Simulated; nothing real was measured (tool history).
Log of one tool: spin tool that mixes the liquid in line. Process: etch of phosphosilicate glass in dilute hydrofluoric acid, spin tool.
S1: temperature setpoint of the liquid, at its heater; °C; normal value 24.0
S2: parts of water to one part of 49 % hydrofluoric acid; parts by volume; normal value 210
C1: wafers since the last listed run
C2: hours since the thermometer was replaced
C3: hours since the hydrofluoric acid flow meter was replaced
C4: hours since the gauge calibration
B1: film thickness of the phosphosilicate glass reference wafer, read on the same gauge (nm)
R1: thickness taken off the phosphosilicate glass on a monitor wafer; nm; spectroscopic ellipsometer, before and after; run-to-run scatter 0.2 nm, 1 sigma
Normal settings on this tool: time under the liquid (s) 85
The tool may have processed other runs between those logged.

run 1 day=0.000 | S1=21.0 S2=145 time_under_the_liquid_(s)=85 | C1=0 C2=542.9 C3=1636.6 C4=78.2 | B1=79.98 | R1=62.72
run 2 day=4.321 | S1=21.0 S2=145 time_under_the_liquid_(s)=85 | C1=620 C2=646.6 C3=1740.3 C4=181.9 | B1=80.02 | R1=62.56
run 3 day=8.583 | S1=24.0 S2=210 time_under_the_liquid_(s)=85 | C1=612 C2=748.9 C3=1842.6 C4=284.2 | B1=80.01 | R1=46.27
run 4 day=10.250 | S1=24.0 S2=185 time_under_the_liquid_(s)=85 | C1=239 C2=788.9 C3=1882.6 C4=324.2 | B1=80.00 | R1=53.83
run 5 day=18.600 | S1=24.0 S2=185 time_under_the_liquid_(s)=85 | C1=1198 C2=989.3 C3=2083.0 C4=524.6 | B1=79.99 | R1=54.89
run 6 day=21.088 | S1=24.0 S2=185 time_under_the_liquid_(s)=85 | C1=357 C2=1049.0 C3=2142.7 C4=584.3 | B1=80.03 | R1=54.61
-- day=24.538 hydrofluoric acid flow meter replaced
run 7 day=30.138 | S1=24.0 S2=250 time_under_the_liquid_(s)=85 | C1=1293 C2=1266.2 C3=134.4 C4=801.5 | B1=80.01 | R1=34.77
-- day=33.892 gauge calibrated
run 8 day=34.558 | S1=27.0 S2=280 time_under_the_liquid_(s)=45 | C1=634 C2=1372.3 C3=240.5 C4=16.0 | B1=79.99 | R1=17.95
run 9 day=36.138 | S1=27.5 S2=300 time_under_the_liquid_(s)=115 | C1=226 C2=1410.2 C3=278.4 C4=53.9 | B1=80.01 | R1=42.47
run 10 day=37.754 | S1=19.5 S2=210 time_under_the_liquid_(s)=40 | C1=232 C2=1449.0 C3=317.2 C4=92.7 | B1=80.03 | R1=17.69
-- day=38.533 thermometer replaced
run 11 day=40.067 | S1=26.0 S2=160 time_under_the_liquid_(s)=50 | C1=326 C2=36.8 C3=372.7 C4=148.2 | B1=80.04 | R1=37.10
run 12 day=43.408 | S1=26.0 S2=210 time_under_the_liquid_(s)=35 | C1=479 C2=117.0 C3=452.9 C4=228.4 | B1=79.98 | R1=18.70
run 13 day=45.404 | S1=24.0 S2=210 time_under_the_liquid_(s)=85 | C1=286 C2=164.9 C3=500.8 C4=276.3 | B1=80.00 | R1=42.79
run 14 day=48.833 | S1=25.5 S2=300 time_under_the_liquid_(s)=85 | C1=492 C2=247.2 C3=583.1 C4=358.6 | B1=79.97 | R1=28.57
run 15 day=52.300 | S1=25.5 S2=130 time_under_the_liquid_(s)=65 | C1=497 C2=330.4 C3=666.3 C4=441.8 | B1=80.02 | R1=61.20

Predict each of these 3 candidate next runs independently; none follows another, all start after run 15:
run A day=52.317 | S1=24.0 S2=210 time_under_the_liquid_(s)=85 | C1=2 C2=330.8 C3=666.7 C4=442.2 | B1=? | R1=?
run B day=52.317 | S1=24.0 S2=210 time_under_the_liquid_(s)=125 | C1=2 C2=330.8 C3=666.7 C4=442.2 | B1=? | R1=?
run C day=52.317 | S1=21.0 S2=210 time_under_the_liquid_(s)=85 | C1=2 C2=330.8 C3=666.7 C4=442.2 | B1=? | R1=?

run=A B1=79.99 R1=43.36
run=B B1=79.99 R1=63.77
run=C B1=79.99 R1=38.76
Stripped of hidden state, with their random variation kept, the same runs would have yielded:
run=A R1=40.84
run=B R1=60.06
run=C R1=36.51
